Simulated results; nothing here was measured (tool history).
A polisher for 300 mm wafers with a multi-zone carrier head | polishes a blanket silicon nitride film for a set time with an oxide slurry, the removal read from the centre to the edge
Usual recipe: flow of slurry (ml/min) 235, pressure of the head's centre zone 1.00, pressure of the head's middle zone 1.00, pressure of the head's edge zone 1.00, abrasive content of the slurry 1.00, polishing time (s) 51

run	hour	flow of slurry (ml/min)	pressure of the head's centre zone	pressure of the head's middle zone	pressure of the head's edge zone	abrasive content of the slurry	polishing time (s)	incoming thickness of the incoming film, nm	film removed at the wafer's centre (nm)	film removed at mid-radius (nm)	film removed at the wafer's edge (nm)
1	0.0	235	1.00	1.00	0.90	1.00	51	567.1	25.7	25.6	24.4
2	97.0	235	1.00	1.00	1.00	1.10	51	559.9	25.9	26.8	27.3
3	150.9	235	1.00	1.09	1.05	1.00	51	561.6	25.0	25.9	25.5
4	204.0	235	1.00	1.00	0.91	1.00	66	564.9	31.4	31.5	31.7
5	246.8	265	0.93	1.00	1.06	1.00	64	566.4	28.5	31.3	32.5
# hour 308.4: slurry nozzle cleaned
6	308.9	235	1.00	1.00	1.00	1.00	51	572.6	26.5	26.5	26.9
# hour 377.9: centre zone pressure recalibrated
7	399.8	235	1.00	1.00	0.94	1.10	51	561.8	28.2	28.3	26.9
# hour 413.0: carrier head's membrane replaced by a new one
8	463.4	235	1.09	1.00	1.00	1.00	51	572.5	29.2	25.8	26.3
# hour 515.7: worn pad replaced by a new one
9	525.1	305	1.09	1.00	0.93	1.00	51	575.1	28.9	27.5	25.6
10	597.2	155	1.00	0.91	1.00	1.00	51	572.1	23.2	22.0	24.4
11	670.6	235	1.00	1.00	1.00	1.00	51	578.4	25.5	25.4	25.3
# hour 687.6: edge zone pressure recalibrated
12	710.3	190	1.11	1.00	1.00	1.00	40	564.5	20.9	18.9	20.0
13	749.0	175	0.95	1.00	1.00	0.85	51	569.6	19.2	20.4	21.3
# hour 1025.9: carrier head's membrane replaced by a new one
# hour 1029.2: slurry nozzle cleaned
14	1041.4	235	1.03	1.00	1.00	1.25	51	570.8	31.1	30.8	30.4
# hour 1121.8: worn pad replaced by a new one
# hour 1139.3: centre zone pressure recalibrated
15	1141.6	235	1.00	1.00	1.04	1.00	51	569.9	26.7	26.7	26.2
16	1182.3	235	1.11	0.91	1.00	1.00	51	566.0	29.3	24.6	26.2
17	1405.0	180	1.00	0.95	1.00	1.20	35	574.7	18.6	18.0	18.9
18	1497.4	235	1.00	1.00	1.00	1.00	51	575.3	24.8	25.3	25.8
# hour 1562.8: edge zone pressure recalibrated
19	1603.0	235	1.00	1.00	1.08	1.25	56	571.4	31.1	31.7	33.4
20	1639.3	280	1.00	1.00	1.00	0.75	51	558.8	19.2	19.8	19.8

Alternative continuations, all from the tool just after run 20; predict every row:
A	1639.7	235	1.00	1.00	1.00	1.00	51	568.0	?	?	?
B	1639.7	235	1.00	0.96	1.00	1.00	51	568.0	?	?	?
C	1639.7	300	0.91	1.00	1.00	1.15	51	568.0	?	?	?
D	1639.7	165	1.00	1.04	0.94	1.00	51	568.0	?	?	?
E	1639.7	235	1.09	1.00	0.92	1.00	67	568.0	?	?	?

run	film removed at the wafer's centre (nm)	film removed at mid-radius (nm)	film removed at the wafer's edge (nm)
A	24.9	25.3	25.1
B	24.9	24.5	25.1
C	26.2	29.1	28.5
D	22.3	23.8	22.7
E	35.7	33.3	31.7
With the hidden condition removed and each run's random variation left untouched, the same runs would have given:
run	film removed at the wafer's centre (nm)	film removed at mid-radius (nm)	film removed at the wafer's edge (nm)
A	27.2	27.4	26.6
B	27.2	26.5	26.6
C	28.0	31.0	29.8
D	25.5	26.7	24.7
E	39.0	36.0	33.6
